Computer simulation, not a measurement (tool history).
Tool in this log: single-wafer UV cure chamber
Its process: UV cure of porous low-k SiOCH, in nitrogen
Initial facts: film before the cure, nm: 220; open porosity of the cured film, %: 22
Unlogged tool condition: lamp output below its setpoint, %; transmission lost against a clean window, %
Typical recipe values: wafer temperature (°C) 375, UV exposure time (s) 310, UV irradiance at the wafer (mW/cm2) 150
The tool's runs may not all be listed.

| run | hour | wafer temperature (°C) | UV exposure time (s) | UV irradiance at the wafer (mW/cm2) | wafers since the last listed run | hours since the UV bulbs were replaced | wafers since the quartz window was cleaned | loss of film thickness in the cure (%) |
|---|---|---|---|---|---|---|---|---|
| 1 | 0 | 375 | 310 | 150 | 0 | 656.5 | 2073 | 15.665 |
| 2 | 13.7 | 375 | 310 | 168 | 74 | 670.2 | 2148 | 15.875 |
| 3 | 21.5 | 375 | 310 | 168 | 42 | 678 | 2191 | 16.371 |
| 4 | 35.9 | 375 | 245 | 122 | 78 | 692.4 | 2269 | 13.803 |
| 5 | 44.8 | 375 | 245 | 122 | 48 | 701.3 | 2318 | 13.967 |
| 6 | 57 | 375 | 310 | 150 | 66 | 713.5 | 2385 | 15.841 |
| 7 | 64.5 | 375 | 310 | 150 | 40 | 721 | 2426 | 15.7 |
| 8 | 78.3 | 375 | 310 | 150 | 75 | 734.8 | 2501 | 15.981 |
| 9 | 88.5 | 375 | 210 | 150 | 55 | 745 | 2557 | 13.792 |
| 10 | 102.7 | 375 | 210 | 150 | 77 | 759.2 | 2634 | 13.914 |
| 11 | 109.2 | 375 | 210 | 150 | 35 | 765.7 | 2670 | 14.013 |
| 12 | 118.8 | 375 | 310 | 177 | 52 | 775.3 | 2722 | 16.81 |
| 13 | 128.5 | 375 | 310 | 177 | 52 | 785 | 2775 | 16.451 |
| 14 | 177.3 | 375 | 310 | 177 | 266 | 833.8 | 3042 | 16.632 |
| 15 | 192.3 | 375 | 310 | 150 | 81 | 848.8 | 3123 | 15.765 |
| 16 | 206.7 | 375 | 310 | 150 | 78 | 863.2 | 3202 | 16.039 |
| 17 | 224.7 | 369 | 310 | 114 | 98 | 881.2 | 3300 | 14.232 |
|  | 236.2 | UV bulbs replaced |
| 18 | 236.7 | 375 | 310 | 177 | 21 | 0.5 | 3322 | 16.734 |
| 19 | 240.5 | 375 | 310 | 150 | 20 | 4.3 | 3343 | 16.052 |
| 20 | 254.6 | 389 | 235 | 150 | 76 | 18.4 | 3420 | 14.829 |
| 21 | 267.4 | 357 | 455 | 114 | 69 | 31.2 | 3490 | 15.985 |
|  | 281.1 | quartz window cleaned |
| 22 | 281.6 | 375 | 310 | 150 | 33 | 45.4 | 2 | 16.017 |
| 23 | 284.2 | 381 | 310 | 162 | 14 | 48 | 16 | 16.469 |
| 24 | 291.1 | 375 | 360 | 150 | 37 | 54.9 | 54 | 16.732 |
| 25 | 300.7 | 375 | 455 | 150 | 52 | 64.5 | 107 | 18.099 |
| 26 | 308.7 | 362 | 180 | 187 | 43 | 72.5 | 150 | 13.889 |
| 27 | 315.4 | 375 | 310 | 150 | 36 | 79.2 | 187 | 15.871 |
| 28 | 321.7 | 375 | 310 | 150 | 34 | 85.5 | 221 | 16.072 |
| 29 | 336.1 | 392 | 445 | 150 | 78 | 99.9 | 300 | 18.4 |
| 30 | 350.7 | 384 | 380 | 130 | 79 | 114.5 | 380 | 16.394 |
| 31 | 394.3 | 358 | 245 | 150 | 238 | 158.1 | 618 | 14.332 |
| 32 | 406.6 | 375 | 310 | 120 | 67 | 170.4 | 685 | 14.759 |
| 33 | 416 | 375 | 310 | 150 | 51 | 179.8 | 736 | 15.976 |

Across each entry between runs, compare the hidden state at the last listed run before it with the hidden state at the first listed run after it:
Runs 17 to 18: UV bulbs replaced (hour 236.2)
  the hidden state is the same at both runs
Runs 21 to 22: quartz window cleaned (hour 281.1)
  the hidden state is the same at both runs
